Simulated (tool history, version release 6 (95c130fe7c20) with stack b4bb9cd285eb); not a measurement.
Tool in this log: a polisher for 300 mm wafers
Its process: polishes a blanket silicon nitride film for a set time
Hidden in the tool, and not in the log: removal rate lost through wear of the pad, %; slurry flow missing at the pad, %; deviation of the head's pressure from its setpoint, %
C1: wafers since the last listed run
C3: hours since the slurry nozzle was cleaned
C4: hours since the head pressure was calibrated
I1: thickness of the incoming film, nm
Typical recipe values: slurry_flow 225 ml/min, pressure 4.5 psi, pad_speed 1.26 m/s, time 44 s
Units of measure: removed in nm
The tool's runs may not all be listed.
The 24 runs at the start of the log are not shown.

Run 25, day 74.846: usual settings; C1 547; wafers polished on this pad 8710; C3 363.3; C4 409.4; I1 566.4. Result: removed 91.6 nm.
Run 26, day 78.021: usual settings but slurry_flow 150 ml/min, time 58 s; C1 989; wafers polished on this pad 9699; C3 439.5; C4 485.6; I1 564.2. Result: removed 111.7 nm.
At day 79.304: worn pad replaced by a new one, of another model than before.
Run 27, day 81.788: usual settings but slurry_flow 200 ml/min, pressure 6.1 psi, time 56 s; C1 1121; wafers polished on this pad 773; C3 529.9; C4 576; I1 550.4. Result: removed 108.4 nm.
Run 28, day 83.488: usual settings but time 51 s; C1 529; wafers polished on this pad 1303; C3 570.7; C4 616.8; I1 572.9. Result: removed 90.7 nm.
At day 85.258: head pressure recalibrated.
Run 29, day 87.121: usual settings but slurry_flow 290 ml/min, pressure 5.4 psi, time 58 s; C1 1106; wafers polished on this pad 2409; C3 657.9; C4 44.7; I1 563.8. Result: removed 120.5 nm.
At day 92.121: slurry nozzle cleaned.
Run 30, day 99.883: usual settings but slurry_flow 255 ml/min, pressure 5.9 psi, time 50 s; C1 3964; wafers polished on this pad 6374; C3 186.3; C4 351; I1 559.2. Result: removed 121.3 nm.
Run 31, day 102.954: usual settings but pad_speed 0.86 m/s; C1 956; wafers polished on this pad 7331; C3 260; C4 424.7; I1 571.4. Result: removed 79.8 nm.
Run 32, day 106.154: usual settings but time 51 s; C1 997; wafers polished on this pad 8328; C3 336.8; C4 501.5; I1 567.1. Result: removed 99.1 nm.
At day 108.025: worn pad replaced by a new one.
Run 33, day 108.462: usual settings but pressure 5.5 psi, pad_speed 1.62 m/s; C1 667; wafers polished on this pad 136; C3 392.2; C4 556.9; I1 571.4. Result: removed 100.6 nm.
At day 118.975: head pressure recalibrated.
Run 34, day 119.804: usual settings; C1 3508; wafers polished on this pad 3645; C3 664.4; C4 19.9; I1 560.5. Result: removed 80.5 nm.
At day 120.675: slurry nozzle cleaned.
Run 35, day 122.221: usual settings but slurry_flow 280 ml/min, pad_speed 1.6 m/s, time 56 s; C1 740; wafers polished on this pad 4385; C3 37.1; C4 77.9; I1 551.6. Result: removed 132.7 nm.

Branching from run 35: 5 alternative next runs. What would each branch give?
Run A, day 122.238: usual settings; C1 5; wafers polished on this pad 4390; C3 37.5; C4 78.3; I1 561.9. Result: removed ?.
Run B, day 122.238: usual settings but slurry_flow 255 ml/min, pressure 3.7 psi, pad_speed 1.02 m/s, time 35 s; C1 5; wafers polished on this pad 4390; C3 37.5; C4 78.3; I1 561.9. Result: removed ?.
Run C, day 122.238: usual settings but slurry_flow 175 ml/min, pressure 3.1 psi, pad_speed 1.5 m/s, time 35 s; C1 5; wafers polished on this pad 4390; C3 37.5; C4 78.3; I1 561.9. Result: removed ?.
Run D, day 122.238: usual settings but time 57 s; C1 5; wafers polished on this pad 4390; C3 37.5; C4 78.3; I1 561.9. Result: removed ?.
Run E, day 122.238: usual settings but slurry_flow 155 ml/min, pressure 6.1 psi, pad_speed 1.04 m/s, time 48 s; C1 5; wafers polished on this pad 4390; C3 37.5; C4 78.3; I1 561.9. Result: removed ?.

run  removed
  A       96
  B     67.3
  C     63.6
  D    124.3
  E    104.6
Without the tool's unlogged condition, the same runs would have read:
run  removed
  A     97.7
  B     68.3
  C     65.3
  D    126.5
  E    107.9
